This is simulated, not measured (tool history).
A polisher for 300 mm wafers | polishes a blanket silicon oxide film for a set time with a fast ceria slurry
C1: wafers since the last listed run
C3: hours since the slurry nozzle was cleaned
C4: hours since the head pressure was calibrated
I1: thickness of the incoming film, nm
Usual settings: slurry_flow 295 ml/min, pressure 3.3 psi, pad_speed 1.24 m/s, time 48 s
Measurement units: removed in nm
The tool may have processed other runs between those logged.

run 1 hour=0 | slurry_flow=295 pressure=3.3 pad_speed=1.24 time=48 | C1=0 wafers_polished_on_this_pad=148 C3=416.7 C4=909.8 | I1=3092.6 | removed=927.4
run 2 hour=20.2 | slurry_flow=295 pressure=3.3 pad_speed=1.24 time=48 | C1=170 wafers_polished_on_this_pad=319 C3=436.9 C4=930 | I1=3081.4 | removed=914.3
run 3 hour=56 | slurry_flow=295 pressure=3.3 pad_speed=1.04 time=48 | C1=302 wafers_polished_on_this_pad=621 C3=472.7 C4=965.8 | I1=3026.6 | removed=753.6
run 4 hour=69 | slurry_flow=295 pressure=2.4 pad_speed=1.24 time=48 | C1=109 wafers_polished_on_this_pad=731 C3=485.7 C4=978.8 | I1=3057.6 | removed=716.9
run 5 hour=102.7 | slurry_flow=295 pressure=2.4 pad_speed=1.24 time=48 | C1=284 wafers_polished_on_this_pad=1015 C3=519.4 C4=1012.5 | I1=3097.7 | removed=696.8
-- hour=108.6 worn pad replaced by a new one
run 6 hour=119.6 | slurry_flow=295 pressure=2.4 pad_speed=1.24 time=48 | C1=108 wafers_polished_on_this_pad=92 C3=536.3 C4=1029.4 | I1=3103.3 | removed=729.9
run 7 hour=137.8 | slurry_flow=295 pressure=3.3 pad_speed=1.24 time=48 | C1=153 wafers_polished_on_this_pad=246 C3=554.5 C4=1047.6 | I1=3103.5 | removed=904.2
run 8 hour=150.5 | slurry_flow=295 pressure=3.3 pad_speed=1.24 time=48 | C1=107 wafers_polished_on_this_pad=353 C3=567.2 C4=1060.3 | I1=3077.1 | removed=912.5
run 9 hour=169.1 | slurry_flow=295 pressure=3.3 pad_speed=1.24 time=48 | C1=156 wafers_polished_on_this_pad=510 C3=585.8 C4=1078.9 | I1=3030.6 | removed=906.2
run 10 hour=188.6 | slurry_flow=295 pressure=3.3 pad_speed=1.24 time=48 | C1=164 wafers_polished_on_this_pad=675 C3=605.3 C4=1098.4 | I1=3107.6 | removed=899.7
run 11 hour=204.3 | slurry_flow=295 pressure=2.7 pad_speed=1.24 time=48 | C1=132 wafers_polished_on_this_pad=807 C3=621 C4=1114.1 | I1=3130.4 | removed=762.1
-- hour=224.2 worn pad replaced by a new one
run 12 hour=226.6 | slurry_flow=295 pressure=2.7 pad_speed=1.24 time=48 | C1=154 wafers_polished_on_this_pad=20 C3=643.3 C4=1136.4 | I1=3066.9 | removed=795
run 13 hour=250.2 | slurry_flow=295 pressure=2.5 pad_speed=1.24 time=48 | C1=199 wafers_polished_on_this_pad=219 C3=666.9 C4=1160 | I1=3088.5 | removed=746.9
run 14 hour=274.2 | slurry_flow=295 pressure=3.3 pad_speed=1.24 time=48 | C1=202 wafers_polished_on_this_pad=421 C3=690.9 C4=1184 | I1=3028.2 | removed=893.4
-- hour=278.8 head pressure recalibrated
run 15 hour=303.8 | slurry_flow=295 pressure=4.5 pad_speed=1.24 time=48 | C1=232 wafers_polished_on_this_pad=654 C3=720.5 C4=25 | I1=3090.5 | removed=1114.4
run 16 hour=336 | slurry_flow=395 pressure=4.2 pad_speed=1.54 time=48 | C1=271 wafers_polished_on_this_pad=926 C3=752.7 C4=57.2 | I1=3112.2 | removed=1360.1
-- hour=349.4 worn pad replaced by a new one
run 17 hour=355.2 | slurry_flow=295 pressure=3.3 pad_speed=1.24 time=48 | C1=128 wafers_polished_on_this_pad=48 C3=771.9 C4=76.4 | I1=3060.3 | removed=899.1
run 18 hour=368.4 | slurry_flow=295 pressure=2.4 pad_speed=1.24 time=48 | C1=111 wafers_polished_on_this_pad=159 C3=785.1 C4=89.6 | I1=3067 | removed=720.9
run 19 hour=397.9 | slurry_flow=385 pressure=3.7 pad_speed=1.24 time=48 | C1=248 wafers_polished_on_this_pad=408 C3=814.6 C4=119.1 | I1=3089.8 | removed=1005.2
run 20 hour=427.9 | slurry_flow=295 pressure=3.3 pad_speed=1.24 time=48 | C1=253 wafers_polished_on_this_pad=662 C3=844.6 C4=149.1 | I1=3068.1 | removed=881.8
run 21 hour=441.4 | slurry_flow=295 pressure=3.9 pad_speed=1.24 time=48 | C1=113 wafers_polished_on_this_pad=776 C3=858.1 C4=162.6 | I1=3050.8 | removed=978.6
-- hour=455.3 worn pad replaced by a new one
-- hour=471.7 slurry nozzle cleaned
run 22 hour=475 | slurry_flow=295 pressure=3.3 pad_speed=1.24 time=42 | C1=241 wafers_polished_on_this_pad=157 C3=3.3 C4=196.2 | I1=3064.3 | removed=846.3
run 23 hour=504.3 | slurry_flow=360 pressure=2.8 pad_speed=1.36 time=38 | C1=247 wafers_polished_on_this_pad=404 C3=32.6 C4=225.5 | I1=3063 | removed=734.1
run 24 hour=522.2 | slurry_flow=295 pressure=2.4 pad_speed=0.92 time=48 | C1=151 wafers_polished_on_this_pad=555 C3=50.5 C4=243.4 | I1=3073.1 | removed=551.6
run 25 hour=537.8 | slurry_flow=295 pressure=4.4 pad_speed=1.24 time=48 | C1=131 wafers_polished_on_this_pad=687 C3=66.1 C4=259 | I1=3077.9 | removed=1167.5
run 26 hour=552.3 | slurry_flow=345 pressure=4.2 pad_speed=1.64 time=57 | C1=122 wafers_polished_on_this_pad=809 C3=80.6 C4=273.5 | I1=3082.1 | removed=1743.3
run 27 hour=573.1 | slurry_flow=295 pressure=3.3 pad_speed=1.24 time=48 | C1=175 wafers_polished_on_this_pad=985 C3=101.4 C4=294.3 | I1=3057.3 | removed=922.9
-- hour=585.2 worn pad replaced by a new one
run 28 hour=606 | slurry_flow=295 pressure=3.8 pad_speed=0.86 time=48 | C1=243 wafers_polished_on_this_pad=175 C3=134.3 C4=327.2 | I1=3118.8 | removed=734.6

Here are 4 independent what-if runs from the current tool condition. What would each one return?
run A hour=606.4 | slurry_flow=295 pressure=2.1 pad_speed=1.24 time=48 | C1=3 wafers_polished_on_this_pad=178 C3=134.7 C4=327.6 | I1=3109.7 | removed=?
run B hour=606.4 | slurry_flow=210 pressure=3.3 pad_speed=1.24 time=48 | C1=3 wafers_polished_on_this_pad=178 C3=134.7 C4=327.6 | I1=3109.7 | removed=?
run C hour=606.4 | slurry_flow=295 pressure=3.3 pad_speed=1.54 time=61 | C1=3 wafers_polished_on_this_pad=178 C3=134.7 C4=327.6 | I1=3109.7 | removed=?
run D hour=606.4 | slurry_flow=245 pressure=4 pad_speed=1.24 time=48 | C1=3 wafers_polished_on_this_pad=178 C3=134.7 C4=327.6 | I1=3109.7 | removed=?

run=A removed=687.2
run=B removed=907.5
run=C removed=1483.6
run=D removed=1068
Without the tool's hidden state the same runs would have given:
run=A removed=699
run=B removed=925.6
run=C removed=1509.2
run=D removed=1087.9
